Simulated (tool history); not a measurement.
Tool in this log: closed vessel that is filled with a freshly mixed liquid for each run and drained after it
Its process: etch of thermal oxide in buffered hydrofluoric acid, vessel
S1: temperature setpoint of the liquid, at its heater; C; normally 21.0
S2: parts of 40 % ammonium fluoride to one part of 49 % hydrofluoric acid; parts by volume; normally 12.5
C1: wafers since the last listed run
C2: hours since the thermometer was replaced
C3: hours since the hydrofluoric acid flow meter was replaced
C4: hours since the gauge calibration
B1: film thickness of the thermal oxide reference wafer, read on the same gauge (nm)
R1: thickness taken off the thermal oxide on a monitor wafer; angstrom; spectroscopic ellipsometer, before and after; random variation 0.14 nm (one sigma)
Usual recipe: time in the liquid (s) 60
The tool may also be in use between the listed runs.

run 1 hour=0.0 | S1=21.0 S2=12.5 time_in_the_liquid_(s)=85 | C1=0 C2=1699.3 C3=73.3 C4=449.1 | B1=69.96 | R1=687.9
run 2 hour=96.4 | S1=21.0 S2=12.5 time_in_the_liquid_(s)=85 | C1=9936 C2=1795.7 C3=169.7 C4=545.5 | B1=70.01 | R1=688.2
run 3 hour=159.0 | S1=21.0 S2=10.5 time_in_the_liquid_(s)=60 | C1=6452 C2=1858.3 C3=232.3 C4=608.1 | B1=70.00 | R1=576.6
run 4 hour=194.4 | S1=21.0 S2=10.5 time_in_the_liquid_(s)=60 | C1=3649 C2=1893.7 C3=267.7 C4=643.5 | B1=70.00 | R1=578.1
run 5 hour=365.0 | S1=21.0 S2=10.5 time_in_the_liquid_(s)=60 | C1=17585 C2=2064.3 C3=438.3 C4=814.1 | B1=69.96 | R1=582.0
run 6 hour=413.2 | S1=21.0 S2=8.5 time_in_the_liquid_(s)=60 | C1=4968 C2=2112.5 C3=486.5 C4=862.3 | B1=70.02 | R1=690.6
run 7 hour=479.5 | S1=21.0 S2=12.5 time_in_the_liquid_(s)=60 | C1=6834 C2=2178.8 C3=552.8 C4=928.6 | B1=70.00 | R1=492.3
run 8 hour=531.1 | S1=21.0 S2=12.5 time_in_the_liquid_(s)=60 | C1=5318 C2=2230.4 C3=604.4 C4=980.2 | B1=70.01 | R1=491.6
run 9 hour=600.9 | S1=21.0 S2=12.5 time_in_the_liquid_(s)=60 | C1=7195 C2=2300.2 C3=674.2 C4=1050.0 | B1=70.02 | R1=490.5
run 10 hour=659.7 | S1=21.0 S2=12.5 time_in_the_liquid_(s)=60 | C1=6061 C2=2359.0 C3=733.0 C4=1108.8 | B1=69.99 | R1=492.3
-- hour=706.1 gauge calibrated
-- hour=729.4 hydrofluoric acid flow meter replaced
run 11 hour=729.9 | S1=21.0 S2=12.5 time_in_the_liquid_(s)=60 | C1=7133 C2=2429.2 C3=0.5 C4=23.8 | B1=70.00 | R1=491.1
run 12 hour=898.5 | S1=21.0 S2=12.5 time_in_the_liquid_(s)=60 | C1=17379 C2=2597.8 C3=169.1 C4=192.4 | B1=69.95 | R1=495.1
run 13 hour=948.6 | S1=21.0 S2=12.5 time_in_the_liquid_(s)=60 | C1=5164 C2=2647.9 C3=219.2 C4=242.5 | B1=70.02 | R1=492.8
run 14 hour=988.7 | S1=21.0 S2=12.5 time_in_the_liquid_(s)=30 | C1=4133 C2=2688.0 C3=259.3 C4=282.6 | B1=70.02 | R1=247.9
run 15 hour=1088.2 | S1=21.0 S2=12.5 time_in_the_liquid_(s)=30 | C1=10256 C2=2787.5 C3=358.8 C4=382.1 | B1=70.02 | R1=247.5
-- hour=1113.8 thermometer replaced
run 16 hour=1156.8 | S1=21.0 S2=14.0 time_in_the_liquid_(s)=50 | C1=6968 C2=43.0 C3=427.4 C4=450.7 | B1=69.97 | R1=351.4
run 17 hour=1196.2 | S1=18.5 S2=9.0 time_in_the_liquid_(s)=60 | C1=4061 C2=82.4 C3=466.8 C4=490.1 | B1=69.99 | R1=539.1
run 18 hour=1245.9 | S1=17.0 S2=15.0 time_in_the_liquid_(s)=45 | C1=5123 C2=132.1 C3=516.5 C4=539.8 | B1=70.00 | R1=235.5
run 19 hour=1310.0 | S1=25.0 S2=12.5 time_in_the_liquid_(s)=60 | C1=6607 C2=196.2 C3=580.6 C4=603.9 | B1=69.99 | R1=591.2
run 20 hour=1350.9 | S1=17.0 S2=12.5 time_in_the_liquid_(s)=60 | C1=4216 C2=237.1 C3=621.5 C4=644.8 | B1=70.01 | R1=375.0
run 21 hour=1396.7 | S1=17.0 S2=16.5 time_in_the_liquid_(s)=75 | C1=4721 C2=282.9 C3=667.3 C4=690.6 | B1=70.02 | R1=357.5
run 22 hour=1427.4 | S1=18.5 S2=12.5 time_in_the_liquid_(s)=60 | C1=3164 C2=313.6 C3=698.0 C4=721.3 | B1=69.99 | R1=411.9
run 23 hour=1477.1 | S1=21.0 S2=9.5 time_in_the_liquid_(s)=60 | C1=5123 C2=363.3 C3=747.7 C4=771.0 | B1=70.00 | R1=607.3
run 24 hour=1534.5 | S1=21.0 S2=12.5 time_in_the_liquid_(s)=60 | C1=5916 C2=420.7 C3=805.1 C4=828.4 | B1=70.00 | R1=476.3
run 25 hour=1581.6 | S1=17.0 S2=8.0 time_in_the_liquid_(s)=80 | C1=4855 C2=467.8 C3=852.2 C4=875.5 | B1=70.00 | R1=756.7
run 26 hour=1610.4 | S1=21.0 S2=9.0 time_in_the_liquid_(s)=60 | C1=2968 C2=496.6 C3=881.0 C4=904.3 | B1=70.03 | R1=627.5
-- hour=1658.0 hydrofluoric acid flow meter replaced
run 27 hour=1664.6 | S1=21.0 S2=12.5 time_in_the_liquid_(s)=60 | C1=5483 C2=550.8 C3=6.6 C4=958.5 | B1=70.00 | R1=475.4
run 28 hour=1691.8 | S1=21.0 S2=12.5 time_in_the_liquid_(s)=60 | C1=2803 C2=578.0 C3=33.8 C4=985.7 | B1=70.02 | R1=477.4
run 29 hour=1721.4 | S1=21.0 S2=17.0 time_in_the_liquid_(s)=60 | C1=3051 C2=607.6 C3=63.4 C4=1015.3 | B1=69.99 | R1=350.1
run 30 hour=1775.7 | S1=21.0 S2=12.5 time_in_the_liquid_(s)=60 | C1=5597 C2=661.9 C3=117.7 C4=1069.6 | B1=70.03 | R1=476.2

A few steps of R1 between consecutive runs. Split each: what settings, incoming material and random variation would produce without the hidden state, and what is left over for the hidden state, along with gauge scatter present in only one of the two compared results (measured, and without hidden state):
What the log doesn't record here: liquid hotter than its thermometer reads (K); hydrofluoric acid flow above the setpoint (%); gauge reads high (%).
Run 6 -> 7: S2 8.5 -> 12.5. R1 -198.3 angstrom: hidden state -8.2, all else -190.1.
Run 13 -> 14: time in the liquid (s) 60 -> 30. R1 -244.9 angstrom: hidden state -13.5, all else -231.4.
Run 15 -> 16: S2 12.5 -> 14.0, time in the liquid (s) 30 -> 50, thermometer replaced. R1 +103.9 angstrom: hidden state -12.1, all else +116.0.
Run 17 -> 18: S1 18.5 -> 17.0, S2 9.0 -> 15.0, time in the liquid (s) 60 -> 45. R1 -303.6 angstrom: hidden state -1.8, all else -301.8.
Run 18 -> 19: S1 17.0 -> 25.0, S2 15.0 -> 12.5, time in the liquid (s) 45 -> 60. R1 +355.7 angstrom: hidden state +3.2, all else +352.5.
Run 24 -> 25: S1 21.0 -> 17.0, S2 12.5 -> 8.0, time in the liquid (s) 60 -> 80. R1 +280.4 angstrom: hidden state +4.4, all else +276.0.
